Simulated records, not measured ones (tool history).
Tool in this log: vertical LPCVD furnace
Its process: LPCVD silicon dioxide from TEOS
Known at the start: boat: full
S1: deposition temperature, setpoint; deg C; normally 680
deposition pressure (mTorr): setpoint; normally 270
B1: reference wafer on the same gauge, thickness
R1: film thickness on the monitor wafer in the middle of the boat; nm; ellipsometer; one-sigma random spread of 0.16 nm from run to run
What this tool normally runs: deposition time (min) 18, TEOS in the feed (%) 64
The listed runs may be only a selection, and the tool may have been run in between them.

Run 1, hour 0: usual settings; B1 72.64. Result: R1 71.72 nm.
Run 2, hour 140.3: usual settings; B1 72.65. Result: R1 71.64 nm.
Run 3, hour 226.1: usual settings; B1 72.56. Result: R1 71.93 nm.
Run 4, hour 293.7: usual settings; B1 72.59. Result: R1 71.9 nm.
Run 5, hour 357.2: usual settings; B1 72.6. Result: R1 71.99 nm.
Run 6, hour 462: usual settings but deposition time (min) 13.5; B1 72.6. Result: R1 54.21 nm.
Run 7, hour 568.1: usual settings but deposition time (min) 13.5; B1 72.68. Result: R1 54.28 nm.
Run 8, hour 624.4: usual settings but deposition time (min) 13.5; B1 72.6. Result: R1 54.28 nm.
Run 9, hour 701.7: usual settings; B1 72.55. Result: R1 72.39 nm.
Run 10, hour 918.1: usual settings; B1 72.62. Result: R1 72.39 nm.
Run 11, hour 1007.3: usual settings; B1 72.63. Result: R1 72.72 nm.
Run 12, hour 1098.6: usual settings but S1 672 deg C; B1 72.7. Result: R1 59.65 nm.
Run 13, hour 1141.9: usual settings but S1 672 deg C; B1 72.58. Result: R1 60.09 nm.
Run 14, hour 1209.8: usual settings; B1 72.6. Result: R1 73.07 nm.
At hour 1297.7: pressure gauge zeroed.
Run 15, hour 1311.4: usual settings but deposition time (min) 23; B1 72.64. Result: R1 93.83 nm.
Run 16, hour 1387: usual settings but S1 673 deg C, deposition time (min) 12, TEOS in the feed (%) 57; B1 72.58. Result: R1 38.86 nm.
Run 17, hour 1472.6: usual settings; B1 72.61. Result: R1 73.52 nm.
At hour 1532.9: thermocouples replaced and temperature profile calibrated.
Run 18, hour 1561.2: usual settings but S1 670 deg C, deposition pressure (mTorr) 300, deposition time (min) 24, TEOS in the feed (%) 59; B1 72.55. Result: R1 74.53 nm.
Run 19, hour 1598.9: usual settings but S1 674 deg C; B1 72.55. Result: R1 60.85 nm.
Run 20, hour 1670.4: usual settings but S1 675 deg C, deposition time (min) 15; B1 72.57. Result: R1 51.85 nm.
Run 21, hour 1726.2: usual settings but deposition pressure (mTorr) 300; B1 72.63. Result: R1 74.43 nm.
Run 22, hour 1819.5: usual settings but deposition pressure (mTorr) 250, TEOS in the feed (%) 72; B1 72.56. Result: R1 72.22 nm.
At hour 1849.3: gauge calibrated.
At hour 1894.8: TEOS flow controller replaced.
Run 23, hour 1895.3: usual settings but S1 692 deg C, deposition pressure (mTorr) 320, deposition time (min) 24.5, TEOS in the feed (%) 55; B1 72.62. Result: R1 128.85 nm.
Run 24, hour 1945.8: usual settings but S1 684 deg C, TEOS in the feed (%) 68; B1 72.56. Result: R1 80.3 nm.
Run 25, hour 1982.1: usual settings but TEOS in the feed (%) 56; B1 72.57. Result: R1 65.84 nm.
Run 26, hour 2058.9: usual settings but S1 672 deg C, deposition pressure (mTorr) 310, deposition time (min) 22.5; B1 72.61. Result: R1 77.53 nm.
Run 27, hour 2138.8: usual settings but S1 692 deg C, deposition pressure (mTorr) 205, deposition time (min) 13.5; B1 72.67. Result: R1 61.48 nm.
Run 28, hour 2231.7: usual settings but deposition time (min) 20.5, TEOS in the feed (%) 57; B1 72.59. Result: R1 75.79 nm.
Run 29, hour 2279.3: usual settings; B1 72.52. Result: R1 70.9 nm.
Run 30, hour 2387.2: usual settings; B1 72.56. Result: R1 70.81 nm.

Here are 5 independent what-if runs from the current tool condition. What would each one return?
Run A, hour 2391.9: usual settings; B1 ?. Result: R1 ?.
Run B, hour 2391.9: usual settings but deposition time (min) 15.5, TEOS in the feed (%) 74; B1 ?. Result: R1 ?.
Run C, hour 2391.9: usual settings but S1 685 deg C, deposition pressure (mTorr) 235; B1 ?. Result: R1 ?.
Run D, hour 2391.9: usual settings but S1 670 deg C, deposition time (min) 14, TEOS in the feed (%) 75; B1 ?. Result: R1 ?.
Run E, hour 2391.9: usual settings but S1 689 deg C, deposition pressure (mTorr) 300, deposition time (min) 12, TEOS in the feed (%) 73; B1 ?. Result: R1 ?.

run     B1     R1
  A  72.61  70.65
  B  72.61  65.42
  C  72.61  74.36
  D  72.61  46.56
  E  72.61  65.82
With no hidden state in the tool, these same runs would have given:
run     R1
  A  70.42
  B   65.2
  C  74.12
  D   46.4
  E   65.6
